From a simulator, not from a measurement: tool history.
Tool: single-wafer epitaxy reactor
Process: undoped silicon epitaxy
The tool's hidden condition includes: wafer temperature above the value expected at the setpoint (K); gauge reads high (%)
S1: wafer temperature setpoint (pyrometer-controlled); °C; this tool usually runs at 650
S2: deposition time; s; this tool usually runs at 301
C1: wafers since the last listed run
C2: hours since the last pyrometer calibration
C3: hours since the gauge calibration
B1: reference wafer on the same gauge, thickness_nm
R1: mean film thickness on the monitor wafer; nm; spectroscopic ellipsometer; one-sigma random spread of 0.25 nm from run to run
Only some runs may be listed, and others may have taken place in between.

run,hour,S1,S2,C1,C2,C3,B1,R1
1,0,650,323,0,1540.2,66,49.951,58.665
2,29.7,650,323,195,1569.9,95.7,49.983,58.556
3,42,650,301,80,1582.2,108,49.92,54.639
4,69.4,650,301,180,1609.6,135.4,49.849,54.186
5,97.4,650,301,184,1637.6,163.4,49.879,54.715
6,132.1,650,301,228,1672.3,198.1,49.873,54.498
7,147.3,650,301,100,1687.5,213.3,49.914,54.891
8,171,650,301,156,1711.2,237,49.881,54.522
9,206.9,650,301,236,1747.1,272.9,49.925,54.877
# hour 225.5: pyrometer calibrated
10,229.1,661,352,93,3.6,295.1,49.968,62.023
11,261.1,650,301,210,35.6,327.1,49.891,43.277
12,281.8,658,318,136,56.3,347.8,49.919,53.431
13,301.5,640,282,129,76,367.5,49.945,33.562
# hour 317.2: pyrometer calibrated, repeated, since the last time left the tool worse
14,323.6,636,301,92,6.4,389.6,49.923,37.616
15,339,656,266,101,21.8,405,49.968,49.01
# hour 341.7: gauge calibrated
16,373.7,637,356,228,56.5,32,49.903,45.55
17,423,650,301,324,105.8,81.3,49.967,50.129
18,441.2,650,301,119,124,99.5,49.981,50.082

Below are 5 alternative next runs, each starting from the tool's condition after run 18. Predict each:
A,441.7,650,301,3,124.5,100,?,?
B,441.7,640,256,3,124.5,100,?,?
C,441.7,635,337,3,124.5,100,?,?
D,441.7,660,242,3,124.5,100,?,?
E,441.7,650,265,3,124.5,100,?,?

run,B1,R1
A,49.863,50.102
B,49.863,35.117
C,49.863,41.908
D,49.863,48.699
E,49.863,44.11
With the hidden condition removed and each run's random variation left untouched, the same runs would have given:
run,R1
A,49.713
B,34.839
C,41.573
D,48.328
E,43.767
